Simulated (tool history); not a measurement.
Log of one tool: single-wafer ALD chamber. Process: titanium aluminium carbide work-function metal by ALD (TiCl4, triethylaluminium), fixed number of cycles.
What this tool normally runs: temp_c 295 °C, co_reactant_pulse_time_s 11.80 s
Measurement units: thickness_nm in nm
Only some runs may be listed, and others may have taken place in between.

run   hour  temp_c  co_reactant_pulse_time_s  wafers since the last listed run  hours since the last thermocouple change  hours since the last triethylaluminium bottle change  hours since the showerhead was replaced  hours since the gauge calibration  read-back reference wafer on the same gauge, thickness_nm  thickness_nm
  1    0.0     301                     11.80                                 0                                    2141.4                                                 166.9                                   2775.9                              398.9                                                      2.000         2.020
  2   31.5     301                     11.80                               471                                    2172.9                                                 198.4                                   2807.4                              430.4                                                      1.999         2.015
      60.5  -- gauge calibrated
  3  106.3     295                     11.80                              1119                                    2247.7                                                 273.2                                   2882.2                               45.8                                                      1.999         1.972
  4  137.2     295                     11.80                               462                                    2278.6                                                 304.1                                   2913.1                               76.7                                                      2.000         1.968
  5  151.3     295                     11.80                               210                                    2292.7                                                 318.2                                   2927.2                               90.8                                                      1.999         1.960
  6  169.5     295                      9.18                               272                                    2310.9                                                 336.4                                   2945.4                              109.0                                                      2.002         1.923
  7  195.6     295                     11.80                               390                                    2337.0                                                 362.5                                   2971.5                              135.1                                                      2.001         1.959
  8  216.6     295                     11.80                               314                                    2358.0                                                 383.5                                   2992.5                              156.1                                                      2.003         1.962
  9  232.9     295                     11.80                               243                                    2374.3                                                 399.8                                   3008.8                              172.4                                                      1.998         1.973
 10  253.5     295                     11.80                               308                                    2394.9                                                 420.4                                   3029.4                              193.0                                                      2.000         1.961
 11  283.7     295                     12.77                               451                                    2425.1                                                 450.6                                   3059.6                              223.2                                                      1.999         1.976
 12  310.7     295                     12.77                               403                                    2452.1                                                 477.6                                   3086.6                              250.2                                                      1.999         1.983
 13  331.9     295                     11.80                               317                                    2473.3                                                 498.8                                   3107.8                              271.4                                                      2.000         1.970
 14  364.6     303                     11.80                               489                                    2506.0                                                 531.5                                   3140.5                              304.1                                                      1.998         2.028
 15  387.3     303                     11.80                               339                                    2528.7                                                 554.2                                   3163.2                              326.8                                                      2.001         2.021
 16  400.2     295                     11.80                               192                                    2541.6                                                 567.1                                   3176.1                              339.7                                                      1.999         1.961
 17  436.0     281                      7.09                               535                                    2577.4                                                 602.9                                   3211.9                              375.5                                                      2.001         1.738
     459.5  -- triethylaluminium bottle replaced
 18  463.7     299                      7.54                               294                                    2605.1                                                   4.2                                   3239.6                              403.2                                                      1.999         1.913
 19  489.1     295                     11.80                               380                                    2630.5                                                  29.6                                   3265.0                              428.6                                                      2.002         1.983
 20  508.8     295                     11.80                               294                                    2650.2                                                  49.3                                   3284.7                              448.3                                                      2.000         1.961
     521.2  -- showerhead replaced
     536.9  -- gauge calibrated
     590.1  -- thermocouple changed; heater temperature recalibrated
 21  606.3     303                     11.80                              1219                                      16.2                                                 146.8                                     85.1                               69.4                                                      2.000         2.038
 22  634.9     295                      8.88                               427                                      44.8                                                 175.4                                    113.7                               98.0                                                      1.998         1.916
 23  659.3     295                     11.80                               365                                      69.2                                                 199.8                                    138.1                              122.4                                                      1.999         1.972
 24  692.3     282                     14.52                               493                                     102.2                                                 232.8                                    171.1                              155.4                                                      2.001         1.882
 25  718.8     282                      9.70                               396                                     128.7                                                 259.3                                    197.6                              181.9                                                      2.001         1.824
 26  737.9     305                      9.88                               285                                     147.8                                                 278.4                                    216.7                              201.0                                                      2.002         2.034
 27  773.5     286                     14.23                               532                                     183.4                                                 314.0                                    252.3                              236.6                                                      2.001         1.905
 28  807.0     283                     11.80                               501                                     216.9                                                 347.5                                    285.8                              270.1                                                      2.000         1.868

Forecast run 29:
 29  841.9     295                     11.80                               522                                     251.8                                                 382.4                                    320.7                              305.0                                                          ?             ?

Logged for run 29: read-back reference wafer on the same gauge, thickness_nm 2.002, thickness_nm 1.962 nm.
Take away the tool's hidden state, keep the run-to-run variation as it was, and the same run would have given thickness_nm 1.962 nm.
